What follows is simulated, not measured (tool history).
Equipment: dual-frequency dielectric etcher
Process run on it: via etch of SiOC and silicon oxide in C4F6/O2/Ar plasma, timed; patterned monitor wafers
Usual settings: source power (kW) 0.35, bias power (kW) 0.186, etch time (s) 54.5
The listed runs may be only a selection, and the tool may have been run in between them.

run	day	source power (kW)	bias power (kW)	etch time (s)	read-back reference wafer on the same gauge, depth_nm	mean etch depth across the wafer (angstrom)
1	0	0.35	0.167	54.5	54.5	596
2	1.183	0.35	0.167	54.5	54.5	596
3	1.967	0.35	0.186	54.5	54.6	639
4	2.712	0.35	0.186	54.5	54.5	635
# day 4.3: upper electrode replaced
5	4.321	0.35	0.186	54.5	54.6	635
6	4.458	0.35	0.186	54.5	54.5	625
# day 4.554: gauge calibrated
7	5.008	0.35	0.186	54.5	54.7	636
# day 5.888: source power generator calibrated
# day 6.508: wet clean of the chamber
8	6.529	0.35	0.186	54.5	54.6	667
9	6.579	0.43	0.161	49	54.6	602
# day 6.783: bias power generator calibrated
10	7.246	0.35	0.186	54.5	54.7	662
# day 8.867: wet clean of the chamber, repeated, since the last time left the tool worse
11	8.888	0.35	0.186	54.5	54.6	622
12	9.608	0.3	0.15	62	54.6	598
13	10.842	0.35	0.166	54.5	54.5	592
14	11.425	0.35	0.157	65	54.6	681
15	12.425	0.4	0.223	39.5	54.8	521
16	13.058	0.35	0.151	70.5	54.7	725
17	14.238	0.35	0.159	50	54.8	531

Predict each of these 4 candidate next runs independently; none follows another, all start after run 17:
A	14.254	0.35	0.202	54.5	?	?
B	14.254	0.38	0.186	65	?	?
C	14.254	0.35	0.232	49	?	?
D	14.254	0.31	0.213	54.5	?	?

run	read-back reference wafer on the same gauge, depth_nm	mean etch depth across the wafer (angstrom)
A	54.5	654
B	54.5	773
C	54.5	629
D	54.5	641
The same runs, with their run-to-run variation unchanged, on a tool lacking any hidden condition would have given:
run	mean etch depth across the wafer (angstrom)
A	644
B	761
C	620
D	631
